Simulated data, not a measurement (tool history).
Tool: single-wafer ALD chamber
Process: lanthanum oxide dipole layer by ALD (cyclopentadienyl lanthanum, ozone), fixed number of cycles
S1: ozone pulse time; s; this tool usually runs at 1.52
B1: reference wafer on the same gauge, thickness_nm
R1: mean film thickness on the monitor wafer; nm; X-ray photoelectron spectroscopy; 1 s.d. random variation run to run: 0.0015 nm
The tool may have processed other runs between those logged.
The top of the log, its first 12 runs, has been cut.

Run 13, day 6.146: usual settings but S1 1.30 s; B1 0.507. Result: R1 0.527 nm.
Run 14, day 6.642: usual settings but S1 1.82 s; B1 0.507. Result: R1 0.566 nm.
Run 15, day 7.129: usual settings but S1 1.85 s; B1 0.507. Result: R1 0.568 nm.
Run 16, day 7.417: usual settings; B1 0.507. Result: R1 0.545 nm.
Run 17, day 7.971: usual settings but S1 1.23 s; B1 0.507. Result: R1 0.515 nm.
Run 18, day 8.633: usual settings; B1 0.507. Result: R1 0.545 nm.
Run 19, day 9.317: usual settings; B1 0.507. Result: R1 0.542 nm.
Run 20, day 9.629: usual settings but S1 1.25 s; B1 0.507. Result: R1 0.515 nm.
Run 21, day 10.208: usual settings; B1 0.507. Result: R1 0.542 nm.
At day 10.508: gauge calibrated.
Run 22, day 10.921: usual settings but S1 1.90 s; B1 0.507. Result: R1 0.568 nm.
Run 23, day 11.521: usual settings but S1 1.15 s; B1 0.507. Result: R1 0.497 nm.
At day 12.471: ozone generator serviced.
Run 24, day 12.492: usual settings but S1 1.94 s; B1 0.507. Result: R1 0.597 nm.
Run 25, day 12.896: usual settings but S1 0.92 s; B1 0.507. Result: R1 0.518 nm.
Run 26, day 13.371: usual settings but S1 2.09 s; B1 0.507. Result: R1 0.601 nm.
Run 27, day 13.638: usual settings but S1 1.91 s; B1 0.507. Result: R1 0.594 nm.
Run 28, day 14.375: usual settings but S1 1.97 s; B1 0.507. Result: R1 0.596 nm.
Run 29, day 15.217: usual settings; B1 0.507. Result: R1 0.578 nm.
Run 30, day 15.933: usual settings but S1 1.83 s; B1 0.507. Result: R1 0.591 nm.
Run 31, day 16.496: usual settings but S1 1.79 s; B1 0.507. Result: R1 0.589 nm.
Run 32, day 17.475: usual settings but S1 1.81 s; B1 0.507. Result: R1 0.589 nm.
Run 33, day 17.950: usual settings but S1 2.11 s; B1 0.507. Result: R1 0.598 nm.

What if the next run were any one of these 5? Each begins from the tool's condition after run 33:
Run A, day 17.967: usual settings but S1 0.94 s; B1 ?. Result: R1 ?.
Run B, day 17.967: usual settings but S1 1.92 s; B1 ?. Result: R1 ?.
Run C, day 17.967: usual settings but S1 1.98 s; B1 ?. Result: R1 ?.
Run D, day 17.967: usual settings but S1 1.93 s; B1 ?. Result: R1 ?.
Run E, day 17.967: usual settings but S1 1.18 s; B1 ?. Result: R1 ?.

run     B1     R1
  A  0.507  0.520
  B  0.507  0.593
  C  0.507  0.594
  D  0.507  0.593
  E  0.507  0.549
With the hidden condition removed and each run's random variation left untouched, the same runs would have given:
run     R1
  A  0.531
  B  0.597
  C  0.598
  D  0.597
  E  0.558
